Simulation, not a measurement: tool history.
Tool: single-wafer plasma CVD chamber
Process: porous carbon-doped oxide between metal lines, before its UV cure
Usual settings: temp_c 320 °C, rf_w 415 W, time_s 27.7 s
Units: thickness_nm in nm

| run | hour | temp_c | rf_w | time_s | read-back reference wafer on the same gauge, thickness_nm | thickness_nm |
|---|---|---|---|---|---|---|
| 1 | 0 | 320 | 415 | 27.7 | 122.098 | 109.82 |
| 2 | 317.7 | 320 | 415 | 27.7 | 122.06 | 108.602 |
| 3 | 368.2 | 320 | 415 | 27.7 | 122.039 | 107.904 |
| 4 | 654.9 | 312 | 415 | 27.7 | 122.114 | 112.901 |
| 5 | 701.4 | 312 | 415 | 27.7 | 122.101 | 112.768 |
| 6 | 833.6 | 312 | 415 | 27.7 | 122.092 | 112.366 |
|  | 859.8 | showerhead replaced |
| 7 | 871.3 | 320 | 415 | 27.7 | 121.963 | 106.478 |
|  | 893.8 | RF generator calibrated |
| 8 | 970.5 | 320 | 415 | 27.7 | 122.214 | 112.327 |
| 9 | 1041.8 | 320 | 415 | 27.7 | 121.954 | 111.802 |
|  | 1070.3 | gauge calibrated |
|  | 1101.5 | thermocouple changed; heater temperature recalibrated |
| 10 | 1102 | 320 | 415 | 27.7 | 121.981 | 108.642 |
| 11 | 1186.1 | 305 | 370 | 27.7 | 122.055 | 109.334 |
| 12 | 1279.4 | 312 | 415 | 27.7 | 122.171 | 113.48 |
| 13 | 1370.6 | 328 | 370 | 25.1 | 121.956 | 86.556 |
| 14 | 1409.3 | 320 | 415 | 27.7 | 121.951 | 106.838 |
| 15 | 1515.5 | 316 | 445 | 31.1 | 121.984 | 128.909 |
| 16 | 1586.6 | 320 | 350 | 29.5 | 122.062 | 100.141 |
| 17 | 1640.1 | 312 | 415 | 27.7 | 122.153 | 111.478 |

Forecast run 18:
| 18 | 1698.5 | 307 | 470 | 30.7 | ? | ? |

read-back reference wafer on the same gauge, thickness_nm: 122.003
thickness_nm: 139.323 nm
Without the tool's hidden state the same run would have given thickness_nm 144.929 nm.

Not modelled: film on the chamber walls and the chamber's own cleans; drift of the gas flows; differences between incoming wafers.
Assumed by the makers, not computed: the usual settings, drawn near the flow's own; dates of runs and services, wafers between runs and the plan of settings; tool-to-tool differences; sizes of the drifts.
